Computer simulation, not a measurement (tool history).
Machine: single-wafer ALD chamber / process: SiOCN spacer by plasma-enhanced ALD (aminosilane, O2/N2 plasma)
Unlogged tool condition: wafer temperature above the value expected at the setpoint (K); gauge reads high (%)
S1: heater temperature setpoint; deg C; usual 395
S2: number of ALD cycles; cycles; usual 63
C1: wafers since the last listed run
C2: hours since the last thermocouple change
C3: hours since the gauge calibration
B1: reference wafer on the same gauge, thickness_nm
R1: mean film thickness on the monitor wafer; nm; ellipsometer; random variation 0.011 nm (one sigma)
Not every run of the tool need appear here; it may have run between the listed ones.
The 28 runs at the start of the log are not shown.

| run | day | S1 | S2 | C1 | C2 | C3 | B1 | R1 |
|---|---|---|---|---|---|---|---|---|
| 29 | 84.292 | 395 | 63 | 256 | 315.1 | 1039.5 | 4.855 | 4.375 |
| 30 | 88.450 | 383 | 59 | 435 | 414.9 | 1139.3 | 4.854 | 4.128 |
| 31 | 91.917 | 395 | 63 | 362 | 498.1 | 1222.5 | 4.863 | 4.380 |
| 32 | 94.083 | 381 | 63 | 226 | 550.1 | 1274.5 | 4.868 | 4.377 |
| 33 | 95.742 | 395 | 63 | 173 | 589.9 | 1314.3 | 4.867 | 4.396 |
| 34 | 99.162 | 395 | 63 | 358 | 672.0 | 1396.4 | 4.870 | 4.407 |
| 35 | 101.088 | 407 | 63 | 201 | 718.2 | 1442.6 | 4.870 | 4.282 |
| 36 | 104.188 | 382 | 57 | 324 | 792.6 | 1517.0 | 4.867 | 3.984 |
| 37 | 107.171 | 385 | 63 | 312 | 864.2 | 1588.6 | 4.863 | 4.401 |
| 38 | 109.388 | 382 | 68 | 232 | 917.4 | 1641.8 | 4.874 | 4.764 |
| 39 | 112.571 | 381 | 69 | 333 | 993.8 | 1718.2 | 4.873 | 4.813 |

Consider 3 possible next runs. They are alternatives, not a sequence: every one starts from the tool as it was left by run 39. What does each give?
| A | 112.592 | 395 | 54 | 2 | 994.3 | 1718.7 | ? | ? |
| B | 112.592 | 405 | 73 | 2 | 994.3 | 1718.7 | ? | ? |
| C | 112.592 | 400 | 76 | 2 | 994.3 | 1718.7 | ? | ? |

| run | B1 | R1 |
|---|---|---|
| A | 4.876 | 3.763 |
| B | 4.876 | 4.990 |
| C | 4.876 | 5.285 |
Had the tool no hidden state, the same runs would have come out as:
| run | R1 |
|---|---|
| A | 3.690 |
| B | 4.893 |
| C | 5.183 |

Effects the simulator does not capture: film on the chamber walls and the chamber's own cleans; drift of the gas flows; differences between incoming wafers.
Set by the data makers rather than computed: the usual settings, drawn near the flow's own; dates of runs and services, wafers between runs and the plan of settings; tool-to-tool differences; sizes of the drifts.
